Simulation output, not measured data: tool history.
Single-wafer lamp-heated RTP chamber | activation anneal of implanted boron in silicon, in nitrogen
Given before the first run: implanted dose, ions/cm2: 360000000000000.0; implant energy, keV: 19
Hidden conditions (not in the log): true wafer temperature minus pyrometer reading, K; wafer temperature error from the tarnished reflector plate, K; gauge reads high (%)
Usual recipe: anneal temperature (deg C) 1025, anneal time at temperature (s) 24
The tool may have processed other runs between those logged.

| run | hour | anneal temperature (deg C) | anneal time at temperature (s) | wafers since the last listed run | wafers since the last pyrometer calibration | wafers since the reflector plate was cleaned | hours since the gauge calibration | read-back reference wafer on the same gauge, sheet resistance | sheet resistance of the implanted and annealed layer (ohm/square) |
|---|---|---|---|---|---|---|---|---|---|
| 1 | 0.0 | 1025 | 24 | 0 | 1475 | 5968 | 582.9 | 243.94 | 292.58 |
| 2 | 99.0 | 1031 | 14 | 1344 | 2819 | 7312 | 681.9 | 244.03 | 292.41 |
|  | 152.3 | reflector plate cleaned |
|  | 177.8 | pyrometer window cleaned and pyrometer calibrated |
| 3 | 194.2 | 1031 | 14 | 1075 | 223 | 459 | 777.1 | 243.96 | 291.98 |
| 4 | 257.6 | 1031 | 14 | 861 | 1084 | 1320 | 840.5 | 243.98 | 293.04 |
|  | 351.9 | gauge calibrated |
| 5 | 351.9 | 1041 | 24 | 1280 | 2365 | 2601 | 0.0 | 243.99 | 291.23 |
|  | 425.1 | pyrometer window cleaned and pyrometer calibrated |
| 6 | 425.6 | 1041 | 24 | 892 | 6 | 3494 | 73.7 | 244.12 | 291.40 |
| 7 | 514.2 | 1025 | 24 | 1203 | 1209 | 4697 | 162.3 | 243.99 | 292.54 |
| 8 | 580.3 | 1004 | 16 | 897 | 2107 | 5595 | 228.4 | 244.01 | 297.17 |
| 9 | 644.9 | 1025 | 24 | 877 | 2984 | 6472 | 293.0 | 244.01 | 293.21 |
|  | 658.1 | reflector plate cleaned |
|  | 730.7 | pyrometer window cleaned and pyrometer calibrated |
| 10 | 744.0 | 1045 | 20 | 1128 | 180 | 1058 | 392.1 | 243.92 | 291.15 |
| 11 | 835.0 | 1035 | 24 | 1236 | 1416 | 2294 | 483.1 | 244.07 | 290.71 |
| 12 | 887.5 | 1002 | 24 | 713 | 2129 | 3007 | 535.6 | 244.00 | 296.77 |
| 13 | 971.5 | 1052 | 29 | 1140 | 3270 | 4148 | 619.6 | 243.96 | 289.98 |
|  | 1035.7 | pyrometer window cleaned and pyrometer calibrated |
| 14 | 1071.7 | 1025 | 24 | 1252 | 488 | 5401 | 719.8 | 244.01 | 292.85 |

For each run, what was the tool's unlogged condition?
true wafer temperature minus pyrometer reading, K: 0 across all the runs
wafer temperature error from the tarnished reflector plate, K: 0 across all the runs
gauge reads high (%): 0 across all the runs
